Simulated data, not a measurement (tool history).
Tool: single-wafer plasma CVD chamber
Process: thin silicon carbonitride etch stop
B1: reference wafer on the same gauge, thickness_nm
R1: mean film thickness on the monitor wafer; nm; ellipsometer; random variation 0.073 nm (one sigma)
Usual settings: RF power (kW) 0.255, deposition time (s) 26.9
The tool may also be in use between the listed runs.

Run 1, hour 0: usual settings but RF power (kW) 0.225; B1 17.358. Result: R1 16.04 nm.
Run 2, hour 50.5: usual settings; B1 17.398. Result: R1 17.219 nm.
Run 3, hour 107.8: usual settings; B1 17.397. Result: R1 17.207 nm.
Run 4, hour 159: usual settings but RF power (kW) 0.235; B1 17.402. Result: R1 16.381 nm.
Run 5, hour 228.1: usual settings but RF power (kW) 0.235; B1 17.463. Result: R1 16.369 nm.
Run 6, hour 261.9: usual settings but RF power (kW) 0.235; B1 17.46. Result: R1 16.417 nm.
Run 7, hour 309.1: usual settings; B1 17.493. Result: R1 17.212 nm.
Run 8, hour 413.1: usual settings; B1 17.559. Result: R1 17.312 nm.
Run 9, hour 447.5: usual settings; B1 17.533. Result: R1 17.288 nm.
Run 10, hour 489.2: usual settings but deposition time (s) 25; B1 17.537. Result: R1 16.026 nm.
Run 11, hour 558.4: usual settings but deposition time (s) 25; B1 17.609. Result: R1 16.065 nm.
Run 12, hour 612.5: usual settings but deposition time (s) 29; B1 17.609. Result: R1 18.649 nm.
Run 13, hour 676.5: usual settings but deposition time (s) 29; B1 17.654. Result: R1 18.772 nm.
Run 14, hour 738.3: usual settings but deposition time (s) 29; B1 17.665. Result: R1 18.719 nm.
At hour 774.6: RF generator calibrated.
Run 15, hour 795.1: usual settings but RF power (kW) 0.27; B1 17.706. Result: R1 17.799 nm.
Run 16, hour 857: usual settings but deposition time (s) 31.2; B1 17.728. Result: R1 20.238 nm.
Run 17, hour 916.3: usual settings but deposition time (s) 25; B1 17.745. Result: R1 16.166 nm.
At hour 951.4: thermocouple changed; heater temperature recalibrated.
Run 18, hour 1074.2: usual settings but RF power (kW) 0.215, deposition time (s) 28.5; B1 17.817. Result: R1 17.11 nm.
Run 19, hour 1119.5: usual settings but RF power (kW) 0.28, deposition time (s) 23.1; B1 17.808. Result: R1 15.685 nm.
At hour 1137.5: gauge calibrated.
Run 20, hour 1166.7: usual settings but RF power (kW) 0.215, deposition time (s) 25.4; B1 17.137. Result: R1 14.541 nm.
At hour 1204.3: showerhead replaced.
Run 21, hour 1209.7: usual settings but deposition time (s) 30.3; B1 17.151. Result: R1 18.971 nm.
Run 22, hour 1278.4: usual settings; B1 17.187. Result: R1 16.948 nm.
Run 23, hour 1306.5: usual settings but deposition time (s) 30.4; B1 17.206. Result: R1 19.095 nm.
Run 24, hour 1349.3: usual settings; B1 17.218. Result: R1 16.895 nm.
Run 25, hour 1390.8: usual settings but deposition time (s) 28.5; B1 17.243. Result: R1 18.028 nm.
Run 26, hour 1455.8: usual settings but deposition time (s) 22.7; B1 17.244. Result: R1 14.195 nm.
Run 27, hour 1521.1: usual settings but RF power (kW) 0.3, deposition time (s) 24.6; B1 17.294. Result: R1 16.664 nm.
At hour 1562.8: RF generator calibrated.
Run 28, hour 1580.1: usual settings but RF power (kW) 0.295, deposition time (s) 30.1; B1 17.319. Result: R1 20.355 nm.
Run 29, hour 1640.9: usual settings but RF power (kW) 0.205; B1 17.358. Result: R1 15.159 nm.

Measured less the same run without the tool's hidden state. The same run-to-run variation is in both; the gauge's scatter may not be:
The hidden state here: wafer temperature above the value expected at the setpoint (K); delivered RF power above the setpoint (%); gauge reads high (%).
run      R1
  1  +0.236
  2  +0.275
  3  +0.299
  4  +0.305
  5  +0.333
  6  +0.347
  7  +0.384
  8  +0.429
  9  +0.443
 10  +0.427
 11  +0.455
 12  +0.552
 13  +0.584
 14   +0.61
 15  +0.604
 16  +0.716
 17  +0.594
 18  +0.693
 19  +0.651
 20  +0.031
 21  +0.061
 22  +0.084
 23  +0.108
 24  +0.114
 25   +0.14
 26  +0.133
 27  +0.183
 28  +0.253
 29  +0.212
